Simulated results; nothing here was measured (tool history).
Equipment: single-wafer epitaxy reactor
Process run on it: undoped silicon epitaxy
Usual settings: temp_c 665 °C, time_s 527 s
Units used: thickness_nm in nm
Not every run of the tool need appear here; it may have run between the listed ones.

| run | hour | temp_c | time_s | read-back reference wafer on the same gauge, thickness_nm | thickness_nm |
|---|---|---|---|---|---|
| 1 | 0 | 665 | 574 | 96.921 | 127.468 |
| 2 | 57.5 | 669 | 527 | 96.947 | 128.741 |
| 3 | 97.8 | 669 | 527 | 96.968 | 129.112 |
| 4 | 150.7 | 659 | 527 | 96.939 | 101.539 |
| 5 | 192.2 | 659 | 527 | 97.025 | 102.543 |
| 6 | 253.2 | 657 | 527 | 97.011 | 97.446 |
| 7 | 278.2 | 672 | 527 | 97.057 | 139.917 |
| 8 | 305.4 | 665 | 527 | 96.971 | 118.136 |
| 9 | 347.2 | 675 | 527 | 96.994 | 150.812 |
| 10 | 402.6 | 675 | 527 | 96.971 | 150.551 |
| 11 | 452.6 | 673 | 527 | 96.981 | 144.087 |
| 12 | 499.4 | 665 | 527 | 97.066 | 118.289 |
|  | 503.9 | gauge calibrated |
| 13 | 541.3 | 665 | 527 | 96.962 | 119.082 |
| 14 | 566.8 | 653 | 571 | 96.894 | 96.617 |
| 15 | 592.6 | 678 | 585 | 96.996 | 179.24 |
| 16 | 635.9 | 653 | 476 | 96.962 | 80.751 |
| 17 | 675.2 | 651 | 464 | 96.89 | 74.642 |
|  | 845.6 | pyrometer calibrated |
| 18 | 864.3 | 659 | 498 | 96.929 | 94.793 |
| 19 | 905.2 | 651 | 527 | 96.995 | 83.002 |
| 20 | 946.6 | 665 | 527 | 97.055 | 115.343 |
| 21 | 1013.7 | 665 | 527 | 97.041 | 116.319 |
| 22 | 1065.7 | 656 | 470 | 97.105 | 83.583 |
| 23 | 1113.3 | 671 | 435 | 97.101 | 110.884 |
| 24 | 1148.6 | 675 | 556 | 97.015 | 157.384 |
| 25 | 1194.5 | 671 | 435 | 96.993 | 111.452 |
| 26 | 1232.2 | 665 | 527 | 96.993 | 116.713 |

Forecast each of these 4 alternatives for the next run:
| A | 1232.7 | 680 | 527 | ? | ? |
| B | 1232.7 | 656 | 469 | ? | ? |
| C | 1232.7 | 677 | 466 | ? | ? |
| D | 1232.7 | 674 | 500 | ? | ? |

| run | read-back reference wafer on the same gauge, thickness_nm | thickness_nm |
|---|---|---|
| A | 96.965 | 167.721 |
| B | 96.965 | 84.207 |
| C | 96.965 | 138.315 |
| D | 96.965 | 138.337 |
Take away the tool's hidden state, keep each run's random variation, and the runs would have read:
| run | thickness_nm |
|---|---|
| A | 165.723 |
| B | 83.144 |
| C | 136.656 |
| D | 136.666 |

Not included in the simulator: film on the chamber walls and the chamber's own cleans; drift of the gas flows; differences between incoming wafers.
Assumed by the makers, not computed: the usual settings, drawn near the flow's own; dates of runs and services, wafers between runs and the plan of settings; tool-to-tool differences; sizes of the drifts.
